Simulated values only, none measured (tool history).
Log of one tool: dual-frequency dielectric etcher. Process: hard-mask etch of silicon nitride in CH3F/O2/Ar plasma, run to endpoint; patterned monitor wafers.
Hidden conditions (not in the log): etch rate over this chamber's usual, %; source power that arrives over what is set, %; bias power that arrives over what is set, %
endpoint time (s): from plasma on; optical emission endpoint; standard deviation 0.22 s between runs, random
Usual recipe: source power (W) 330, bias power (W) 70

run    hour  source power (W)  bias power (W)  wafers since the last listed run  hours since the last wet clean  hours since the last source power generator calibration  hours since the last bias power generator calibration  hours since the last upper electrode change  incoming incoming film thickness, nm  endpoint time (s)
  1       0               330              70                                 0                           126.2                                                   4087.3                                                  979.8                                       2049.1                                 27.54               42.9
  2    41.6               330              70                               477                           167.8                                                   4128.9                                                 1021.4                                       2090.7                                  27.7               42.6
  3    82.2               330              74                               466                           208.4                                                   4169.5                                                   1062                                       2131.3                                 27.44               41.4
  4   140.8               330              74                               673                             267                                                   4228.1                                                 1120.6                                       2189.9                                 27.42               41.6
  5   215.6               330              74                               859                           341.8                                                   4302.9                                                 1195.4                                       2264.7                                 27.43               41.6
  6   287.4               330              70                               824                           413.6                                                   4374.7                                                 1267.2                                       2336.5                                 27.59               42.9
  7     320               380              70                               374                           446.2                                                   4407.3                                                 1299.8                                       2369.1                                 27.36               40.5
  8   358.3               380              70                               439                           484.5                                                   4445.6                                                 1338.1                                       2407.4                                 27.51               40.6
  9   407.9               330              70                               569                           534.1                                                   4495.2                                                 1387.7                                         2457                                 27.48               42.5
      450.3  -- wet clean of the chamber
 10   456.3               330              77                               280                               6                                                   4543.6                                                 1436.1                                       2505.4                                 27.46               41.3
 11   496.1               330              84                               457                            45.8                                                   4583.4                                                 1475.9                                       2545.2                                 27.69               39.8
 12   561.9               310              81                               755                           111.6                                                   4649.2                                                 1541.7                                         2611                                  27.7               41.7
      589.6  -- source power generator calibrated
 13     605               310              81                               449                           154.7                                                     15.4                                                 1584.8                                       2654.1                                 27.55               40.8
 14   670.8               310              81                               755                           220.5                                                     81.2                                                 1650.6                                       2719.9                                 27.71               41.5
 15   715.4               280              70                               512                           265.1                                                    125.8                                                 1695.2                                       2764.5                                 27.36                 45
 16   754.4               280              70                               447                           304.1                                                    164.8                                                 1734.2                                       2803.5                                  27.5               45.1
 17   778.5               280              70                               276                           328.2                                                    188.9                                                 1758.3                                       2827.6                                 27.39               45.3
 18   815.4               330              70                               423                           365.1                                                    225.8                                                 1795.2                                       2864.5                                 27.65               43.2
 19   884.4               330              70                               792                           434.1                                                    294.8                                                 1864.2                                       2933.5                                 27.61               42.7
      941.7  -- wet clean of the chamber
 20   942.2               300              85                               388                             0.5                                                    352.6                                                   1922                                       2991.3                                 27.27               39.9
 21   970.8               360              70                               328                            29.1                                                    381.2                                                 1950.6                                       3019.9                                 27.63               41.3
 22  1030.5               380              63                               685                            88.8                                                    440.9                                                 2010.3                                       3079.6                                 27.54               42.5
 23  1080.4               360              70                               573                           138.7                                                    490.8                                                 2060.2                                       3129.5                                 27.59               41.6
 24  1125.6               330              70                               519                           183.9                                                      536                                                 2105.4                                       3174.7                                 27.67               43.2
     1156.8  -- upper electrode replaced
 25  1179.9               330              70                               348                           238.2                                                    590.3                                                 2159.7                                         23.1                                 27.48               42.9
 26  1244.6               290              60                               743                           302.9                                                      655                                                 2224.4                                         87.8                                 27.53               48.1
     1263.6  -- bias power generator calibrated
 27  1310.1               360              55                               706                           368.4                                                    720.5                                                   46.5                                        153.3                                 27.19               45.3
 28  1373.1               360              64                               723                           431.4                                                    783.5                                                  109.5                                        216.3                                 27.28               42.6
 29  1413.7               260              70                               466                             472                                                    824.1                                                  150.1                                        256.9                                 27.41               46.3
     1470.8  -- wet clean of the chamber
 30  1471.3               260              60                               385                             0.5                                                    881.7                                                  207.7                                        314.5                                 27.49               49.8
 31    1498               280              83                               306                            27.2                                                    908.4                                                  234.4                                        341.2                                 27.81               42.1
 32  1544.3               330              70                               531                            73.5                                                    954.7                                                  280.7                                        387.5                                 27.18                 42
 33  1611.3               300              70                               769                           140.5                                                   1021.7                                                  347.7                                        454.5                                 27.54               44.2
 34  1641.4               330              70                               345                           170.6                                                   1051.8                                                  377.8                                        484.6                                 27.51               42.6

Run-by-run hidden state of the tool:
etch rate over this chamber's usual, %: 0 in every run
source power that arrives over what is set, %: 0 in every run
bias power that arrives over what is set, %: 0 in every run

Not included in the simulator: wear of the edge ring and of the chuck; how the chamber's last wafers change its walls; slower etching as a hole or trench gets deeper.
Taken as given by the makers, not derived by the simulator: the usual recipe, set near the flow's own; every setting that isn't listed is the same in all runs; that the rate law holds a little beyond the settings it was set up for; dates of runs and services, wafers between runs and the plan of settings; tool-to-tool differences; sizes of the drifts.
